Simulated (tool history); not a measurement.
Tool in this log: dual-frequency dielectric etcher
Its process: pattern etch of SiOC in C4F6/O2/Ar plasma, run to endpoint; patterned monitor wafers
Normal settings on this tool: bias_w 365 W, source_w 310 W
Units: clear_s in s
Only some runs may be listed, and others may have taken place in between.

run	day	bias_w	source_w	wafers since the last listed run	hours since the last wet clean	hours since the last bias power generator calibration	hours since the last source power generator calibration	hours since the last upper electrode change	incoming incoming film thickness, nm	clear_s
1	0.000	365	310	0	129.5	2765.4	2225.1	4040.2	49.78	19.3
2	0.804	365	310	323	148.8	2784.7	2244.4	4059.5	49.58	19.0
3	3.450	365	310	1063	212.3	2848.2	2307.9	4123.0	50.02	19.4
4	4.517	365	310	428	237.9	2873.8	2333.5	4148.6	50.03	19.2
5	5.525	365	310	405	262.1	2898.0	2357.7	4172.8	49.85	19.2
6	6.312	365	310	316	281.0	2916.9	2376.6	4191.7	49.54	19.1
7	6.842	365	310	212	293.7	2929.6	2389.3	4204.4	50.15	19.4
# day 9.196: bias power generator calibrated
8	9.217	365	310	887	350.7	0.5	2446.3	4261.4	49.96	19.2
9	9.921	365	310	283	367.6	17.4	2463.2	4278.3	49.74	19.2
10	10.817	365	310	360	389.1	38.9	2484.7	4299.8	50.06	19.2
11	11.717	365	310	361	410.7	60.5	2506.3	4321.4	49.88	19.3
12	12.483	365	260	308	429.1	78.9	2524.7	4339.8	49.86	20.1
13	13.475	365	260	398	452.9	102.7	2548.5	4363.6	49.80	20.1
14	14.167	365	380	278	469.5	119.3	2565.1	4380.2	50.23	18.3
15	14.750	365	340	234	483.5	133.3	2579.1	4394.2	49.97	18.7
16	15.971	445	310	490	512.8	162.6	2608.4	4423.5	49.90	17.7
17	16.546	365	260	231	526.6	176.4	2622.2	4437.3	50.11	20.3
18	17.533	391	310	396	550.3	200.1	2645.9	4461.0	49.74	18.7
# day 18.442: source power generator calibrated
# day 19.408: wet clean of the chamber
# day 19.833: upper electrode replaced
19	19.854	396	370	307	10.7	255.8	33.9	0.5	49.53	17.5
20	19.867	450	250	5	11.0	256.1	34.2	0.8	50.19	18.9
21	20.996	365	310	453	38.1	283.2	61.3	27.9	49.82	19.1
22	21.862	365	310	348	58.9	304.0	82.1	48.7	49.48	19.1
23	22.412	437	310	221	72.1	317.2	95.3	61.9	50.31	18.1
24	23.746	365	310	535	104.1	349.2	127.3	93.9	49.95	19.3
25	24.929	314	360	475	132.5	377.6	155.7	122.3	50.24	19.7
26	25.600	389	380	269	148.6	393.7	171.8	138.4	50.04	17.8

4 options for the next run, each taken on its own from the tool as it stands now. Forecast them:
A	25.617	365	310	6	149.0	394.1	172.2	138.8	49.36	?
B	25.617	365	280	6	149.0	394.1	172.2	138.8	49.36	?
C	25.617	365	370	6	149.0	394.1	172.2	138.8	49.36	?
D	25.617	427	390	6	149.0	394.1	172.2	138.8	49.36	?

run	clear_s
A	18.9
B	19.5
C	18.0
D	16.7
Take away the tool's hidden state, keep each run's random variation, and the runs would have read:
run	clear_s
A	18.9
B	19.5
C	18.0
D	16.7

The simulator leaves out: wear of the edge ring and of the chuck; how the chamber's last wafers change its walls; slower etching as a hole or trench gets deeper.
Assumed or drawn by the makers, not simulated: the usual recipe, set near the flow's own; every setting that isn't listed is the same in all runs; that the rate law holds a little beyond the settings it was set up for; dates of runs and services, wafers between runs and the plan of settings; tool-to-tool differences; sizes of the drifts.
